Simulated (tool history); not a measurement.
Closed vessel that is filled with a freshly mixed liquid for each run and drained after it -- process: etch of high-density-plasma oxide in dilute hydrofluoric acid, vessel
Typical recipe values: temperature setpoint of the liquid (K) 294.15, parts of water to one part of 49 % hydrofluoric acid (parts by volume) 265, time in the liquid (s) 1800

run    hour  temperature setpoint of the liquid (K)  parts of water to one part of 49 % hydrofluoric acid (parts by volume)  time in the liquid (s)  read-back film thickness of the high-density-plasma oxide reference wafer, read on the same gauge (nm)  thickness taken off the high-density-plasma oxide on a monitor wafer (Å)
  1     0.0                                  294.15                                                                     265                    1800                                                                                                   69.99                                                                     308.6
  2    36.3                                  294.15                                                                     265                    1800                                                                                                   70.02                                                                     307.1
  3   100.9                                  294.15                                                                     265                    1800                                                                                                   70.01                                                                     307.9
  4   169.3                                  294.15                                                                     265                    2560                                                                                                   70.01                                                                     446.9
  5   228.4                                  294.15                                                                     265                    2560                                                                                                   69.99                                                                     442.7
  6   272.7                                  294.15                                                                     265                    2560                                                                                                   70.01                                                                     437.7
  7   321.9                                  294.15                                                                     265                    1800                                                                                                   70.02                                                                     311.8
  8   380.9                                  294.15                                                                     265                    1800                                                                                                   70.05                                                                     315.6
  9   433.8                                  291.15                                                                     265                    1800                                                                                                   70.02                                                                     279.8
 10   468.3                                  295.65                                                                     330                    1340                                                                                                   70.05                                                                     181.1
 11   531.7                                  291.65                                                                     265                    2315                                                                                                   70.01                                                                     371.6
      553.1  -- gauge calibrated
 12   593.8                                  294.15                                                                     265                    1800                                                                                                   70.01                                                                     314.4
 13   622.7                                  292.15                                                                     175                    2460                                                                                                   70.00                                                                     648.2
      628.9  -- hydrofluoric acid flow meter replaced
 14   689.4                                  294.15                                                                     265                    1800                                                                                                   69.98                                                                     335.0
 15   750.7                                  294.15                                                                     265                    1800                                                                                                   69.99                                                                     334.4
 16   878.1                                  298.15                                                                     155                    1485                                                                                                   69.96                                                                     618.8
 17   919.4                                  290.65                                                                     190                    2145                                                                                                   70.04                                                                     518.7
 18   952.0                                  290.15                                                                     225                     915                                                                                                   70.01                                                                     180.2
 19   984.8                                  291.15                                                                     360                    1800                                                                                                   69.96                                                                     202.0
 20  1040.8                                  294.15                                                                     265                    1800                                                                                                   69.99                                                                     334.7
 21  1097.7                                  291.15                                                                     265                    2130                                                                                                   70.02                                                                     360.3
 22  1145.1                                  294.15                                                                     265                    2560                                                                                                   70.04                                                                     477.4
 23  1184.1                                  290.65                                                                     265                    1315                                                                                                   69.97                                                                     213.3
 24  1234.1                                  294.15                                                                     220                    1800                                                                                                   70.00                                                                     424.9
     1237.4  -- thermometer replaced
 25  1273.0                                  294.15                                                                     170                    1800                                                                                                   69.99                                                                     523.2
 26  1339.5                                  294.15                                                                     265                    1800                                                                                                   69.96                                                                     308.6
 27  1405.0                                  291.65                                                                     180                    1800                                                                                                   70.03                                                                     446.7
 28  1463.9                                  294.15                                                                     305                    1800                                                                                                   70.03                                                                     253.5
 29  1505.0                                  296.15                                                                     190                    1800                                                                                                   70.01                                                                     496.2
 30  1571.3                                  294.15                                                                     265                    1800                                                                                                   69.99                                                                     309.8
 31  1629.3                                  291.65                                                                     265                    2755                                                                                                   69.99                                                                     427.9
 32  1685.2                                  294.15                                                                     265                    1800                                                                                                   70.03                                                                     302.3
 33  1728.1                                  294.15                                                                     265                    2560                                                                                                   70.00                                                                     435.1

Alternative continuations, all from the tool just after run 33; predict every row:
  A  1729.3                                  294.15                                                                     265                    1800                                                                                                       ?                                                                         ?
  B  1729.3                                  297.15                                                                     315                    2745                                                                                                       ?                                                                         ?
  C  1729.3                                  298.15                                                                     180                    1020                                                                                                       ?                                                                         ?

run  read-back film thickness of the high-density-plasma oxide reference wafer, read on the same gauge (nm)  thickness taken off the high-density-plasma oxide on a monitor wafer (Å)
  A                                                                                                   70.00                                                                     310.5
  B                                                                                                   70.00                                                                     420.7
  C                                                                                                   70.00                                                                     328.3
Stripped of hidden state, with their random variation kept, the same runs would have yielded:
run  thickness taken off the high-density-plasma oxide on a monitor wafer (Å)
  A                                                                     315.1
  B                                                                     428.9
  C                                                                     332.5
